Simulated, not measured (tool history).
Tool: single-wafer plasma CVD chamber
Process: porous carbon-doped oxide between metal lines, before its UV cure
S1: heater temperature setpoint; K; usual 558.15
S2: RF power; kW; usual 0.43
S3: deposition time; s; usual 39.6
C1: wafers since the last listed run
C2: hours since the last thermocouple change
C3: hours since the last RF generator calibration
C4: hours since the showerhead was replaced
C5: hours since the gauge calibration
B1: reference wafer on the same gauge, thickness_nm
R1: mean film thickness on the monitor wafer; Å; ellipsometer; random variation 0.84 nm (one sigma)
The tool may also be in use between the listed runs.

run	day	S1	S2	S3	C1	C2	C3	C4	C5	B1	R1
1	0	558.15	0.43	39.6	0	1789.4	1879.9	6412.8	27	169.184	2031.33
2	0.508	558.15	0.43	39.6	159	1801.6	1892.1	6425	39.2	169.09	2023.67
3	0.992	558.15	0.43	39.6	151	1813.2	1903.7	6436.6	50.8	168.854	2027.47
4	1.583	564.15	0.43	44.7	185	1827.4	1917.9	6450.8	65	168.986	2199.65
5	2.012	551.15	0.43	39.6	134	1837.7	1928.2	6461.1	75.3	169.025	2106.94
6	2.533	551.15	0.43	39.6	163	1850.2	1940.7	6473.6	87.8	168.944	2108.15
7	3.104	558.15	0.43	35.5	178	1863.9	1954.4	6487.3	101.5	168.908	1825.48
8	3.712	558.15	0.43	35.5	190	1878.5	1969	6501.9	116.1	169.033	1827.12
9	4.233	558.15	0.43	39.6	163	1891	1981.5	6514.4	128.6	169.003	2022.12
# day 4.242: gauge calibrated
10	4.571	558.15	0.43	39.6	105	1899.1	1989.6	6522.5	7.9	169.019	2007.32
# day 5.054: thermocouple changed; heater temperature recalibrated
11	5.075	558.15	0.43	39.6	53	0.5	2001.7	6534.6	20	168.941	2029.45
12	5.129	547.15	0.43	39.6	16	1.8	2003	6535.9	21.3	168.991	2134.47
13	5.575	554.15	0.51	39.6	139	12.5	2013.7	6546.6	32	168.91	2259.05
14	5.9	558.15	0.43	36.9	101	20.3	2021.5	6554.4	39.8	168.968	1885.55
15	6.208	563.15	0.36	42.5	96	27.7	2028.9	6561.8	47.2	169.055	1931.27
# day 6.688: RF generator calibrated
16	6.779	558.15	0.43	39.6	74	41.4	2.2	6575.5	60.9	168.936	2026.42
17	7.329	563.15	0.43	45.7	172	54.6	15.4	6588.7	74.1	169.038	2272.41
# day 7.708: showerhead replaced
18	7.838	545.15	0.36	36.3	54	66.8	27.6	3.1	86.3	168.972	1814.56
19	8.392	558.15	0.43	39.6	173	80.1	40.9	16.4	99.6	169.058	2037.64
20	9.117	558.15	0.43	35.5	227	97.5	58.3	33.8	117	169.006	1824.89
21	9.462	573.15	0.355	34.9	108	105.8	66.6	42.1	125.3	169.1	1493.32

The next listed run, before its measurement:
22	9.729	547.15	0.38	45.4	83	112.2	73	48.5	131.7	?	?

Run 22 gave B1 169.06, R1 2316.9 Å.
Without the tool's hidden state the same run would have given R1 2316.9 Å.
